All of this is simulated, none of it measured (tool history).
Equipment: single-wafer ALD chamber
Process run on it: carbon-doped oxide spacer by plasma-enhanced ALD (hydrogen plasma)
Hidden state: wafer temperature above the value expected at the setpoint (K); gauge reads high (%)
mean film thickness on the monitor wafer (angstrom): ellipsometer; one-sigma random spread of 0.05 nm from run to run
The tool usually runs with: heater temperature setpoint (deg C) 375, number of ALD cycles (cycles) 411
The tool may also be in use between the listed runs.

run	hour	heater temperature setpoint (deg C)	number of ALD cycles (cycles)	wafers since the last listed run	hours since the last thermocouple change	hours since the gauge calibration	read-back reference wafer on the same gauge, thickness_nm	mean film thickness on the monitor wafer (angstrom)
1	0.0	375	411	0	1200.0	685.0	21.046	207.93
2	35.7	375	411	24	1235.7	720.7	21.056	206.60
3	100.1	375	411	43	1300.1	785.1	21.071	207.29
4	148.9	375	345	32	1348.9	833.9	21.067	174.15
5	220.3	375	345	48	1420.3	905.3	21.102	174.16
6	272.8	375	345	35	1472.8	957.8	21.100	173.93
7	302.7	375	411	20	1502.7	987.7	21.114	206.62
# hour 410.2: gauge calibrated
8	493.2	375	411	128	1693.2	83.0	20.681	204.07
# hour 522.1: thermocouple changed; heater temperature recalibrated
9	654.3	375	411	102	132.2	244.1	20.857	205.35
10	710.6	380	385	37	188.5	300.4	20.908	193.10
11	767.2	363	411	38	245.1	357.0	20.950	205.70
12	809.8	385	411	28	287.7	399.6	20.962	206.16
13	861.9	388	411	35	339.8	451.7	21.000	207.06
14	922.5	365	345	40	400.4	512.3	21.030	174.23
15	975.7	375	345	35	453.6	565.5	21.057	172.93
16	1009.7	384	465	22	487.6	599.5	21.070	234.48

How would selected steps in mean film thickness on the monitor wafer (angstrom) from run to run divide? Give the signed amount a tool lacking its hidden state would still show from settings, what came in and random variation, and the signed amount left for the hidden state, including any gauge scatter that is not in both of the compared results.
Run 7 -> 8: gauge calibrated. mean film thickness on the monitor wafer (angstrom) -2.55: hidden state -4.09, all else +1.54.
Run 15 -> 16: heater temperature setpoint (deg C) 375 -> 384, number of ALD cycles (cycles) 345 -> 465. mean film thickness on the monitor wafer (angstrom) +61.55: hidden state +1.76, all else +59.79.
